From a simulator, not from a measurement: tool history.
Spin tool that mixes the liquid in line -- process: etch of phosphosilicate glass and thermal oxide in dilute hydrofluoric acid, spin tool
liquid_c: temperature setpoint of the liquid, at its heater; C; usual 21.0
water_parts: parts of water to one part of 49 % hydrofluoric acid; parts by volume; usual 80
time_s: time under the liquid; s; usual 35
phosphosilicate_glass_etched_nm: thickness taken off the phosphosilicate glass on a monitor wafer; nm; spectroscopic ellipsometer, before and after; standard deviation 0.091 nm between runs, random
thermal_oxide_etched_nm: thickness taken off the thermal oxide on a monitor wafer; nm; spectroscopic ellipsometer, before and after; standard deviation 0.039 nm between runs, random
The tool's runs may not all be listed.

| run | hour | liquid_c | water_parts | time_s | wafers since the last listed run | hours since the thermometer was replaced | hours since the hydrofluoric acid flow meter was replaced | hours since the gauge calibration | read-back film thickness of the phosphosilicate glass reference wafer, read on the same gauge (nm) | read-back film thickness of the thermal oxide reference wafer, read on the same gauge (nm) | phosphosilicate_glass_etched_nm | thermal_oxide_etched_nm |
|---|---|---|---|---|---|---|---|---|---|---|---|---|
| 1 | 0.0 | 21.0 | 80 | 35 | 0 | 1790.9 | 1682.6 | 271.8 | 80.01 | 49.951 | 33.29 | 2.079 |
| 2 | 16.2 | 21.0 | 80 | 35 | 200 | 1807.1 | 1698.8 | 288.0 | 80.01 | 49.980 | 33.24 | 2.094 |
| 3 | 38.4 | 21.0 | 80 | 35 | 274 | 1829.3 | 1721.0 | 310.2 | 80.00 | 50.018 | 33.23 | 2.085 |
| 4 | 53.7 | 21.0 | 80 | 35 | 189 | 1844.6 | 1736.3 | 325.5 | 80.03 | 50.069 | 33.03 | 2.076 |
| 5 | 71.6 | 21.0 | 95 | 35 | 221 | 1862.5 | 1754.2 | 343.4 | 80.01 | 49.994 | 27.31 | 1.722 |
| 6 | 87.9 | 21.0 | 80 | 35 | 201 | 1878.8 | 1770.5 | 359.7 | 80.01 | 49.960 | 33.18 | 2.154 |
| 7 | 101.7 | 21.0 | 80 | 35 | 170 | 1892.6 | 1784.3 | 373.5 | 79.99 | 50.020 | 33.18 | 2.110 |
| 8 | 116.7 | 21.0 | 80 | 35 | 185 | 1907.6 | 1799.3 | 388.5 | 80.00 | 50.047 | 33.16 | 2.152 |
| 9 | 130.8 | 21.0 | 80 | 35 | 174 | 1921.7 | 1813.4 | 402.6 | 79.98 | 50.007 | 33.30 | 2.148 |
|  | 158.7 | gauge calibrated |
| 10 | 159.8 | 21.0 | 80 | 35 | 359 | 1950.7 | 1842.4 | 1.1 | 80.00 | 49.981 | 33.20 | 2.084 |
|  | 193.5 | thermometer replaced |
| 11 | 216.1 | 21.0 | 80 | 35 | 684 | 22.6 | 1898.7 | 57.4 | 80.00 | 50.054 | 30.35 | 1.903 |
| 12 | 236.9 | 24.5 | 80 | 20 | 257 | 43.4 | 1919.5 | 78.2 | 80.02 | 50.000 | 19.99 | 1.259 |
| 13 | 252.4 | 21.0 | 80 | 35 | 191 | 58.9 | 1935.0 | 93.7 | 79.99 | 50.042 | 30.35 | 1.966 |
| 14 | 281.4 | 17.0 | 65 | 25 | 359 | 87.9 | 1964.0 | 122.7 | 80.00 | 49.950 | 22.94 | 1.418 |
| 15 | 295.3 | 17.0 | 60 | 35 | 172 | 101.8 | 1977.9 | 136.6 | 79.99 | 49.981 | 34.90 | 2.176 |
| 16 | 400.3 | 19.5 | 80 | 35 | 1300 | 206.8 | 2082.9 | 241.6 | 80.00 | 49.953 | 28.63 | 1.775 |
| 17 | 422.1 | 21.0 | 100 | 45 | 270 | 228.6 | 2104.7 | 263.4 | 79.99 | 50.000 | 30.78 | 1.980 |
| 18 | 443.1 | 21.0 | 80 | 25 | 260 | 249.6 | 2125.7 | 284.4 | 79.98 | 50.004 | 21.90 | 1.340 |
|  | 457.7 | hydrofluoric acid flow meter replaced |
| 19 | 477.5 | 19.0 | 45 | 35 | 413 | 284.0 | 19.8 | 318.8 | 79.99 | 49.989 | 52.37 | 3.258 |
| 20 | 508.8 | 22.5 | 55 | 25 | 387 | 315.3 | 51.1 | 350.1 | 79.99 | 50.045 | 35.13 | 2.258 |
| 21 | 542.2 | 19.5 | 80 | 35 | 413 | 348.7 | 84.5 | 383.5 | 79.99 | 49.965 | 29.04 | 1.845 |
| 22 | 554.2 | 17.0 | 105 | 35 | 148 | 360.7 | 96.5 | 395.5 | 80.01 | 50.011 | 19.29 | 1.271 |
|  | 580.3 | gauge calibrated |
| 23 | 587.3 | 19.5 | 55 | 35 | 409 | 393.8 | 129.6 | 7.0 | 79.98 | 50.011 | 43.41 | 2.788 |
| 24 | 609.1 | 21.0 | 80 | 35 | 270 | 415.6 | 151.4 | 28.8 | 79.98 | 49.987 | 30.82 | 1.900 |
| 25 | 622.4 | 25.0 | 45 | 55 | 164 | 428.9 | 164.7 | 42.1 | 79.99 | 50.013 | 106.25 | 6.667 |

Exercise: give the hidden state of the tool at every run:
hydrofluoric acid flow above the setpoint (%): 0 on each run
gauge reads high (%): 0 on each run
H1: liquid hotter than its thermometer reads (K)
| run | H1 |
|---|---|
| 1 | 2.2 |
| 2 | 2.22 |
| 3 | 2.24 |
| 4 | 2.26 |
| 5 | 2.28 |
| 6 | 2.29 |
| 7 | 2.31 |
| 8 | 2.32 |
| 9 | 2.34 |
| 10 | 2.37 |
| 11 | 0.0444 |
| 12 | 0.0663 |
| 13 | 0.0826 |
| 14 | 0.113 |
| 15 | 0.128 |
| 16 | 0.238 |
| 17 | 0.261 |
| 18 | 0.284 |
| 19 | 0.32 |
| 20 | 0.353 |
| 21 | 0.388 |
| 22 | 0.401 |
| 23 | 0.436 |
| 24 | 0.459 |
| 25 | 0.473 |

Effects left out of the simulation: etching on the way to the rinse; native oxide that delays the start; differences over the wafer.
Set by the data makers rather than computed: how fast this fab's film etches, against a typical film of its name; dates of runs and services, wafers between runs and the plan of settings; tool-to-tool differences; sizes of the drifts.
